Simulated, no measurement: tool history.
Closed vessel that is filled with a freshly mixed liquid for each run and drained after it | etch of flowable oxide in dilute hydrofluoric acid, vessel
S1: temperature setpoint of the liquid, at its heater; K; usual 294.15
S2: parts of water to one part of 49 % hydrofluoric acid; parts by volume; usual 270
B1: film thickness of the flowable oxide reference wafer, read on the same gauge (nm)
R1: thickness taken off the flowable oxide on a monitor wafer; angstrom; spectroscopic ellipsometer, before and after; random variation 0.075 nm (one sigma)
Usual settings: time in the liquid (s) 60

{"run": 1, "day": 0.0, "S1": 294.15, "S2": 270, "time in the liquid (s)": 60, "B1": 80.02, "R1": 89.2}
{"run": 2, "day": 2.725, "S1": 294.15, "S2": 270, "time in the liquid (s)": 60, "B1": 80, "R1": 88}
{"run": 3, "day": 5.138, "S1": 296.15, "S2": 350, "time in the liquid (s)": 60, "B1": 80.01, "R1": 67.3}
{"run": 4, "day": 7.438, "S1": 296.15, "S2": 350, "time in the liquid (s)": 60, "B1": 80.01, "R1": 67.9}
{"run": 5, "day": 9.692, "S1": 294.15, "S2": 210, "time in the liquid (s)": 35, "B1": 79.99, "R1": 68.1}
{"run": 6, "day": 12.308, "S1": 294.15, "S2": 210, "time in the liquid (s)": 35, "B1": 80.03, "R1": 70.7}
{"run": 7, "day": 13.942, "S1": 294.15, "S2": 210, "time in the liquid (s)": 35, "B1": 79.98, "R1": 69.5}
{"run": 8, "day": 16.404, "S1": 294.15, "S2": 270, "time in the liquid (s)": 60, "B1": 80.01, "R1": 87}
{"day": 16.846, "done": "hydrofluoric acid flow meter replaced"}
{"run": 9, "day": 18.271, "S1": 294.15, "S2": 270, "time in the liquid (s)": 60, "B1": 80.01, "R1": 88}
{"run": 10, "day": 20.838, "S1": 294.15, "S2": 270, "time in the liquid (s)": 60, "B1": 80.02, "R1": 86.8}
{"run": 11, "day": 22.912, "S1": 294.15, "S2": 270, "time in the liquid (s)": 60, "B1": 80.03, "R1": 87}
{"run": 12, "day": 25.575, "S1": 294.15, "S2": 270, "time in the liquid (s)": 60, "B1": 79.99, "R1": 87.1}
{"run": 13, "day": 27.417, "S1": 292.65, "S2": 270, "time in the liquid (s)": 30, "B1": 80.02, "R1": 41.5}
{"run": 14, "day": 33.467, "S1": 291.65, "S2": 195, "time in the liquid (s)": 60, "B1": 80.02, "R1": 118}
{"run": 15, "day": 35.246, "S1": 292.15, "S2": 395, "time in the liquid (s)": 80, "B1": 79.96, "R1": 67}
{"day": 37.262, "done": "gauge calibrated"}
{"run": 16, "day": 38.0, "S1": 291.65, "S2": 270, "time in the liquid (s)": 35, "B1": 80.01, "R1": 46.4}
{"run": 17, "day": 41.288, "S1": 294.15, "S2": 170, "time in the liquid (s)": 60, "B1": 80, "R1": 153}
{"run": 18, "day": 43.85, "S1": 294.15, "S2": 270, "time in the liquid (s)": 60, "B1": 79.99, "R1": 86.4}
{"day": 44.467, "done": "thermometer replaced"}
{"day": 44.508, "done": "hydrofluoric acid flow meter replaced"}
{"run": 19, "day": 45.212, "S1": 290.15, "S2": 360, "time in the liquid (s)": 30, "B1": 79.98, "R1": 26.4}
{"run": 20, "day": 47.9, "S1": 292.65, "S2": 345, "time in the liquid (s)": 80, "B1": 80.01, "R1": 81.2}
{"run": 21, "day": 50.525, "S1": 296.15, "S2": 365, "time in the liquid (s)": 85, "B1": 80.03, "R1": 90.3}
{"run": 22, "day": 52.846, "S1": 294.15, "S2": 270, "time in the liquid (s)": 70, "B1": 79.99, "R1": 102.6}
{"run": 23, "day": 54.421, "S1": 294.15, "S2": 155, "time in the liquid (s)": 80, "B1": 79.98, "R1": 229.3}
{"run": 24, "day": 57.125, "S1": 294.15, "S2": 270, "time in the liquid (s)": 60, "B1": 79.99, "R1": 87.2}

The tool's hidden state at each run:
liquid colder than its thermometer reads (K): 0 in every run
hydrofluoric acid flow below the setpoint (%): 0 in every run
gauge reads high (%): 0 in every run
